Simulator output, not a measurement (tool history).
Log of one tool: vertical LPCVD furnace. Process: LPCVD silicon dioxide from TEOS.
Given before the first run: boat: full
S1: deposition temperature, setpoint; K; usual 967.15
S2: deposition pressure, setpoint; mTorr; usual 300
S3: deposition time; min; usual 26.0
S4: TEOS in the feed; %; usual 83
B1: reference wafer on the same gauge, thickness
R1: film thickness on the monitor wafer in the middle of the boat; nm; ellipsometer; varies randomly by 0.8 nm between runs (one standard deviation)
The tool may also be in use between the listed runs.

{"run": 1, "hour": 0.0, "S1": 967.15, "S2": 300, "S3": 26.0, "S4": 83, "B1": 152.89, "R1": 170.7}
{"run": 2, "hour": 50.8, "S1": 967.15, "S2": 300, "S3": 26.0, "S4": 83, "B1": 152.59, "R1": 170.89}
{"run": 3, "hour": 88.2, "S1": 967.15, "S2": 300, "S3": 26.0, "S4": 83, "B1": 152.96, "R1": 170.78}
{"run": 4, "hour": 114.1, "S1": 967.15, "S2": 300, "S3": 26.0, "S4": 91, "B1": 153.04, "R1": 178.01}
{"run": 5, "hour": 171.4, "S1": 967.15, "S2": 300, "S3": 26.0, "S4": 91, "B1": 153.04, "R1": 177.95}
{"run": 6, "hour": 213.4, "S1": 967.15, "S2": 250, "S3": 33.5, "S4": 83, "B1": 152.75, "R1": 201.03}
{"run": 7, "hour": 269.5, "S1": 967.15, "S2": 250, "S3": 33.5, "S4": 83, "B1": 153.13, "R1": 200.07}
{"run": 8, "hour": 331.9, "S1": 967.15, "S2": 300, "S3": 28.5, "S4": 83, "B1": 152.94, "R1": 186.76}
{"hour": 362.6, "done": "thermocouples replaced and temperature profile calibrated"}
{"run": 9, "hour": 363.1, "S1": 967.15, "S2": 300, "S3": 28.5, "S4": 83, "B1": 153.16, "R1": 186.53}
{"run": 10, "hour": 418.2, "S1": 967.15, "S2": 250, "S3": 33.5, "S4": 83, "B1": 153.23, "R1": 199.87}
{"run": 11, "hour": 468.1, "S1": 955.15, "S2": 300, "S3": 26.0, "S4": 83, "B1": 152.9, "R1": 127.81}
{"hour": 524.7, "done": "gauge calibrated"}
{"hour": 528.5, "done": "TEOS flow controller replaced"}
{"hour": 530.5, "done": "pressure gauge zeroed"}
{"run": 12, "hour": 537.1, "S1": 972.15, "S2": 325, "S3": 31.0, "S4": 69, "B1": 153.06, "R1": 218.53}
{"run": 13, "hour": 598.3, "S1": 967.15, "S2": 270, "S3": 26.0, "S4": 70, "B1": 152.86, "R1": 148.13}
{"run": 14, "hour": 669.5, "S1": 967.15, "S2": 300, "S3": 26.0, "S4": 83, "B1": 152.87, "R1": 170.55}
{"run": 15, "hour": 724.9, "S1": 967.15, "S2": 300, "S3": 26.0, "S4": 83, "B1": 153.13, "R1": 169.98}
{"run": 16, "hour": 760.6, "S1": 958.15, "S2": 325, "S3": 26.0, "S4": 83, "B1": 153.16, "R1": 141.9}
{"run": 17, "hour": 813.9, "S1": 978.15, "S2": 345, "S3": 36.5, "S4": 76, "B1": 153.23, "R1": 316.67}
{"run": 18, "hour": 879.9, "S1": 979.15, "S2": 300, "S3": 35.5, "S4": 83, "B1": 153.38, "R1": 305.78}

The tool's hidden state at each run:
true tube temperature minus thermocouple reading, K: 0 at every run
true pressure minus gauge reading, mTorr: 0 at every run
deviation of the TEOS flow from its setpoint, %: 0 at every run
gauge reads high (%): 0 at every run
